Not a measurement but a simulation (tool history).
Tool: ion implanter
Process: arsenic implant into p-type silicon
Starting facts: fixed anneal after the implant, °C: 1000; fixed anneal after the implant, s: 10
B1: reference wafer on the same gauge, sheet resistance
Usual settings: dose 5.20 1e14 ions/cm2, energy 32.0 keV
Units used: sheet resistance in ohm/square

{"run": 1, "hour": 0.0, "dose": 5.78, "energy": 39.5, "B1": 164.08, "sheet resistance": 171.34}
{"run": 2, "hour": 67.3, "dose": 5.78, "energy": 39.5, "B1": 164.01, "sheet resistance": 171.49}
{"run": 3, "hour": 120.0, "dose": 5.78, "energy": 39.5, "B1": 163.97, "sheet resistance": 171.58}
{"run": 4, "hour": 164.6, "dose": 5.2, "energy": 32.0, "B1": 164.07, "sheet resistance": 192.14}
{"run": 5, "hour": 223.9, "dose": 5.2, "energy": 32.0, "B1": 164.05, "sheet resistance": 192.35}
{"run": 6, "hour": 293.3, "dose": 5.2, "energy": 32.0, "B1": 163.98, "sheet resistance": 191.68}
{"run": 7, "hour": 326.3, "dose": 5.2, "energy": 32.0, "B1": 163.88, "sheet resistance": 192.56}
{"run": 8, "hour": 383.6, "dose": 5.2, "energy": 32.0, "B1": 164.11, "sheet resistance": 192.39}
{"run": 9, "hour": 444.7, "dose": 6.09, "energy": 32.0, "B1": 163.95, "sheet resistance": 171.37}
{"run": 10, "hour": 469.6, "dose": 5.2, "energy": 32.0, "B1": 163.85, "sheet resistance": 191.88}
{"run": 11, "hour": 516.4, "dose": 5.2, "energy": 32.0, "B1": 164.16, "sheet resistance": 192.15}
{"run": 12, "hour": 549.0, "dose": 5.2, "energy": 32.0, "B1": 164.26, "sheet resistance": 191.21}
{"run": 13, "hour": 619.2, "dose": 5.2, "energy": 32.0, "B1": 163.95, "sheet resistance": 192.01}
{"run": 14, "hour": 682.7, "dose": 5.2, "energy": 32.0, "B1": 164.03, "sheet resistance": 192.43}
{"hour": 710.9, "done": "gauge calibrated"}
{"run": 15, "hour": 790.0, "dose": 5.2, "energy": 32.0, "B1": 163.9, "sheet resistance": 192.3}
{"run": 16, "hour": 831.8, "dose": 5.2, "energy": 32.0, "B1": 163.97, "sheet resistance": 192.65}
{"run": 17, "hour": 881.7, "dose": 4.57, "energy": 39.5, "B1": 164.06, "sheet resistance": 204.54}
{"run": 18, "hour": 923.7, "dose": 4.16, "energy": 35.5, "B1": 163.86, "sheet resistance": 223.42}
{"run": 19, "hour": 1059.0, "dose": 5.2, "energy": 32.0, "B1": 163.84, "sheet resistance": 192.2}
{"hour": 1098.9, "done": "extraction supply calibrated"}
{"run": 20, "hour": 1105.8, "dose": 5.2, "energy": 32.0, "B1": 164.12, "sheet resistance": 192.98}
{"run": 21, "hour": 1151.5, "dose": 5.2, "energy": 32.0, "B1": 163.74, "sheet resistance": 191.55}
{"run": 22, "hour": 1194.6, "dose": 5.95, "energy": 27.0, "B1": 164.03, "sheet resistance": 179.15}
{"run": 23, "hour": 1244.4, "dose": 4.75, "energy": 37.5, "B1": 163.94, "sheet resistance": 199.31}
{"run": 24, "hour": 1290.0, "dose": 5.2, "energy": 36.5, "B1": 163.96, "sheet resistance": 188.68}
{"hour": 1315.3, "done": "Faraday cup replaced and dose calibrated"}
{"run": 25, "hour": 1341.3, "dose": 3.64, "energy": 40.5, "B1": 164.06, "sheet resistance": 241.13}
{"run": 26, "hour": 1392.1, "dose": 4.25, "energy": 24.0, "B1": 164.05, "sheet resistance": 233.2}
{"run": 27, "hour": 1422.9, "dose": 5.2, "energy": 32.0, "B1": 163.85, "sheet resistance": 191.79}
{"run": 28, "hour": 1457.6, "dose": 6.71, "energy": 24.0, "B1": 164.27, "sheet resistance": 169.24}
{"run": 29, "hour": 1502.7, "dose": 5.2, "energy": 32.0, "B1": 164.18, "sheet resistance": 191.95}
{"run": 30, "hour": 1529.5, "dose": 3.65, "energy": 23.5, "B1": 163.99, "sheet resistance": 261.52}
{"run": 31, "hour": 1595.1, "dose": 5.2, "energy": 32.0, "B1": 163.92, "sheet resistance": 192.98}
{"run": 32, "hour": 1641.9, "dose": 5.2, "energy": 21.5, "B1": 163.86, "sheet resistance": 204.1}
{"run": 33, "hour": 1686.0, "dose": 5.72, "energy": 36.0, "B1": 164.06, "sheet resistance": 176.09}
{"run": 34, "hour": 1712.0, "dose": 5.2, "energy": 32.0, "B1": 163.97, "sheet resistance": 191.66}
{"run": 35, "hour": 1765.9, "dose": 5.2, "energy": 32.0, "B1": 163.96, "sheet resistance": 192.47}
{"run": 36, "hour": 1822.0, "dose": 5.75, "energy": 26.0, "B1": 163.91, "sheet resistance": 184.84}
{"run": 37, "hour": 1894.0, "dose": 5.2, "energy": 35.0, "B1": 164.25, "sheet resistance": 188.8}

Here are 4 independent what-if runs from the current tool condition. What would each one return?
{"run": "A", "hour": 1894.4, "dose": 5.86, "energy": 32.0, "B1": "?", "sheet resistance": "?"}
{"run": "B", "hour": 1894.4, "dose": 5.99, "energy": 41.0, "B1": "?", "sheet resistance": "?"}
{"run": "C", "hour": 1894.4, "dose": 6.74, "energy": 32.0, "B1": "?", "sheet resistance": "?"}
{"run": "D", "hour": 1894.4, "dose": 4.61, "energy": 22.5, "B1": "?", "sheet resistance": "?"}

run=A B1=164.03 sheet_resistance=176.47
run=B B1=164.03 sheet_resistance=166.30
run=C B1=164.03 sheet_resistance=159.34
run=D B1=164.03 sheet_resistance=221.98
Without the tool's unlogged condition, the same runs would have read:
run=A sheet_resistance=176.47
run=B sheet_resistance=166.30
run=C sheet_resistance=159.34
run=D sheet_resistance=221.98
